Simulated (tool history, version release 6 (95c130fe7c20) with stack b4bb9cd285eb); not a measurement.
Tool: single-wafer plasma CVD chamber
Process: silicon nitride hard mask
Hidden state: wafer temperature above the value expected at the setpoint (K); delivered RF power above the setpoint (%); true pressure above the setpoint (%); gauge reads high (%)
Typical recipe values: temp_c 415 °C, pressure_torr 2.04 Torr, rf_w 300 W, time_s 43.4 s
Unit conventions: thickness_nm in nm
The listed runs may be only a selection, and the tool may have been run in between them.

run	hour	temp_c	pressure_torr	rf_w	time_s	wafers since the last listed run	hours since the last thermocouple change	hours since the last RF generator calibration	hours since the last manometer calibration	hours since the showerhead was replaced	hours since the gauge calibration	read-back reference wafer on the same gauge, thickness_nm	thickness_nm
1	0.0	415	2.04	300	43.4	0	1459.8	612.6	111.2	4779.6	635.5	43.092	49.616
2	81.9	415	2.04	300	43.4	2330	1541.7	694.5	193.1	4861.5	717.4	43.014	49.436
3	173.9	415	2.04	300	43.4	2618	1633.7	786.5	285.1	4953.5	809.4	43.013	49.372
4	309.6	415	2.04	300	43.4	3861	1769.4	922.2	420.8	5089.2	945.1	42.958	49.502
5	403.8	415	2.04	300	43.4	2680	1863.6	1016.4	515.0	5183.4	1039.3	43.002	48.877
6	484.0	415	2.04	300	43.4	2282	1943.8	1096.6	595.2	5263.6	1119.5	43.033	48.976
7	567.8	415	2.04	300	43.4	2384	2027.6	1180.4	679.0	5347.4	1203.3	43.023	49.109
8	644.1	415	2.04	300	43.4	2171	2103.9	1256.7	755.3	5423.7	1279.6	42.999	49.324
9	704.2	415	2.04	300	43.4	1710	2164.0	1316.8	815.4	5483.8	1339.7	43.042	48.775
10	754.8	415	2.04	300	43.4	1439	2214.6	1367.4	866.0	5534.4	1390.3	43.038	49.153
# hour 778.8: showerhead replaced
11	845.0	415	2.04	300	43.4	2339	2304.8	1457.6	956.2	66.2	1480.5	43.017	49.045
12	883.1	415	2.04	300	43.4	1084	2342.9	1495.7	994.3	104.3	1518.6	42.993	49.060
# hour 924.2: thermocouple changed; heater temperature recalibrated
13	966.8	415	2.04	300	43.4	2154	42.6	1579.4	1078.0	188.0	1602.3	43.074	48.871
14	1053.4	415	2.04	300	43.4	2464	129.2	1666.0	1164.6	274.6	1688.9	43.029	48.971
# hour 1090.1: gauge calibrated
15	1101.4	405	2.04	350	43.4	1365	177.2	1714.0	1212.6	322.6	11.3	43.011	53.794
16	1180.3	415	2.04	300	43.4	2245	256.1	1792.9	1291.5	401.5	90.2	42.998	49.014
17	1259.0	429	2.04	250	43.4	2239	334.8	1871.6	1370.2	480.2	168.9	42.892	43.233
18	1316.7	420	2.53	300	46.3	1641	392.5	1929.3	1427.9	537.9	226.6	43.092	55.624
# hour 1338.3: RF generator calibrated
19	1418.6	415	2.04	250	47.2	2672	494.4	80.3	1529.8	639.8	328.5	43.048	45.957
# hour 1474.6: capacitance manometer re-zeroed and calibrated
20	1608.2	404	1.77	345	47.6	5167	684.0	269.9	133.6	829.4	518.1	43.009	54.275
21	1646.2	423	1.71	340	37.8	1081	722.0	307.9	171.6	867.4	556.1	43.051	41.363
# hour 1726.0: RF generator calibrated, repeated, since the last time left the tool worse
22	1750.8	407	2.04	355	43.4	2748	826.6	24.8	276.2	972.0	660.7	42.966	56.022
23	1827.2	415	2.04	300	43.4	2174	903.0	101.2	352.6	1048.4	737.1	43.037	50.108
24	1899.5	415	2.32	250	51.7	2057	975.3	173.5	424.9	1120.7	809.4	43.019	55.291
25	1955.0	415	2.04	265	49.0	1579	1030.8	229.0	480.4	1176.2	864.9	43.041	51.964
26	2022.2	415	2.04	300	43.4	1912	1098.0	296.2	547.6	1243.4	932.1	43.073	49.737

Consider 4 possible next runs. They are alternatives, not a sequence: every one starts from the tool as it was left by run 26. What does each give?
A	2022.6	415	2.04	300	43.4	11	1098.4	296.6	548.0	1243.8	932.5	?	?
B	2022.6	401	2.49	340	35.1	11	1098.4	296.6	548.0	1243.8	932.5	?	?
C	2022.6	415	1.84	300	43.4	11	1098.4	296.6	548.0	1243.8	932.5	?	?
D	2022.6	403	2.04	300	49.2	11	1098.4	296.6	548.0	1243.8	932.5	?	?

run	read-back reference wafer on the same gauge, thickness_nm	thickness_nm
A	43.051	49.708
B	43.051	46.539
C	43.051	47.895
D	43.051	56.673
Without the tool's unlogged condition, the same runs would have read:
run	thickness_nm
A	50.338
B	47.086
C	48.502
D	57.392

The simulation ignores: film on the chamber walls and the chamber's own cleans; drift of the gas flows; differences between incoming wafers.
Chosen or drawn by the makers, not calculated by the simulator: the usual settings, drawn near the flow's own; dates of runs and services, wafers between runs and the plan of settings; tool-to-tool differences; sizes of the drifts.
